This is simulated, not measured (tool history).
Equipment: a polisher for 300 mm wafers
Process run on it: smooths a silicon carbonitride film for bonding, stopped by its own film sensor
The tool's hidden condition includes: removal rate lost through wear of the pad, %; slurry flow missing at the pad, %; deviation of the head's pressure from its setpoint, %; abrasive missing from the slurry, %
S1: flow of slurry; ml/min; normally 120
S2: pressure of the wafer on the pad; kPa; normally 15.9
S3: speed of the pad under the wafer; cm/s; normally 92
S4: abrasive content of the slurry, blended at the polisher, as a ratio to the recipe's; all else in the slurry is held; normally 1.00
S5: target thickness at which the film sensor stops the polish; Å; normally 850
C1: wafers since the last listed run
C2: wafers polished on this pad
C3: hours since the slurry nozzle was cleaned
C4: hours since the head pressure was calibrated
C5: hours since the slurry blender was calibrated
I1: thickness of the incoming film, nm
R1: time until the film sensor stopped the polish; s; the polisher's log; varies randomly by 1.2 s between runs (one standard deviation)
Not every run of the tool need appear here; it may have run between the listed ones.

run     day   S1    S2   S3    S4   S5   C1    C2     C3      C4     C5     I1     R1
  1   0.000  120  15.9   92  1.00  850    0  1081  513.0   826.8   14.2  108.1   96.4
  2   0.638  120  15.9   92  1.00  850  122  1203  528.3   842.1   29.5  108.6  101.0
      0.929  -- worn pad replaced by a new one
  3   1.221  120  15.9   92  1.00  850   79    55  542.3   856.1   43.5  109.1  100.3
  4   1.846  120  15.9   92  1.00  850  119   175  557.3   871.1   58.5  111.4  113.1
  5   2.421  120  15.9   92  1.00  850  110   285  571.1   884.9   72.3  111.5  111.2
  6   2.808  120  15.9   92  1.10  850   74   359  580.4   894.2   81.6  109.8  100.3
  7   3.321  120  15.9   92  1.00  850   98   457  592.7   906.5   93.9  109.3  102.9
  8   4.062  120  15.9   92  1.00  850  141   599  610.5   924.3  111.7  109.1  101.1
  9   4.533  120  15.9   92  1.00  850   90   689  621.8   935.6  123.0  109.8  106.0
 10   5.221  120  15.9   92  1.00  850  131   821  638.3   952.1  139.5  110.1  105.8
 11   5.717  120  15.9   92  1.15  850   94   916  650.2   964.0  151.4  111.6  107.0
 12   6.029  120  15.9   92  1.15  850   59   975  657.7   971.5  158.9  111.7  104.6
 13   6.454  120  15.9   92  1.00  850   81  1057  667.9   981.7  169.1  109.2  103.7
 14   6.817  120  15.9   92  1.00  870   69  1126  676.6   990.4  177.8  107.9   90.6
 15   7.429  145  13.1   92  0.80  850  117  1243  691.3  1005.1  192.5  110.1  134.7
      7.908  -- worn pad replaced by a new one
 16   7.929  105  15.9   92  1.00  910   63     4  703.3  1017.1  204.5  109.8   80.4
      8.442  -- slurry nozzle cleaned
      8.725  -- slurry blender recalibrated
      9.138  -- head pressure recalibrated
 17   9.696  120  15.9   92  1.00  850  298   302   30.1    13.4   23.3  110.4   96.9
 18  11.138  120  15.9   92  1.00  850  275   578   64.7    48.0   57.9  110.8  101.9
 19  11.525  120  15.9   76  1.10  850   74   652   74.0    57.3   67.2  109.6  105.1
 20  12.129  120  15.9   92  1.00  850  115   768   88.5    71.8   81.7  108.6   92.2
 21  12.433  110  21.4   92  1.00  780   58   826   95.8    79.1   89.0  108.5   95.4
 22  12.975  120  21.4   92  0.85  850  103   930  108.8    92.1  102.0  112.1   91.3
 23  14.225  120  15.9   92  1.00  780  239  1169  138.8   122.1  132.0  111.1  130.4
     14.771  -- worn pad replaced by a new one
 24  14.792  120  15.9   92  1.15  850   76     3  152.4   135.7  145.6  112.3   99.1
 25  15.658  150  15.9   78  0.85  930  165   169  173.2   156.5  166.4  111.0   86.8
 26  16.375  110  21.4  110  0.90  850  137   307  190.4   173.7  183.6  108.3   69.1
 27  16.925  120  15.9   92  1.00  850  105   412  203.6   186.9  196.8  110.3   98.6
 28  17.388  150  15.9   78  0.85  930   88   500  214.7   198.0  207.9  111.0   87.1
     18.562  -- slurry blender recalibrated
 29  18.583  120  15.9   92  1.25  880  212   713  243.4   226.7    0.5  110.0   79.3

Pick out some run-to-run changes in R1. Of each, how much would a tool without hidden state show as well, from the settings, what came in and chance, and how much is left for the hidden state and any gauge scatter not in both results compared?
Run 14 -> 15: S1 120 -> 145, S2 15.9 -> 13.1, S4 1.00 -> 0.80, S5 870 -> 850. R1 +44.1 s: hidden state +3.6, all else +40.5.
Run 15 -> 16: S1 145 -> 105, S2 13.1 -> 15.9, S4 0.80 -> 1.00, S5 850 -> 910, worn pad replaced by a new one. R1 -54.3 s: hidden state -4.5, all else -49.8.
Run 16 -> 17: S1 105 -> 120, S5 910 -> 850, slurry nozzle cleaned, slurry blender recalibrated, head pressure recalibrated. R1 +16.5 s: hidden state -8.0, all else +24.5.
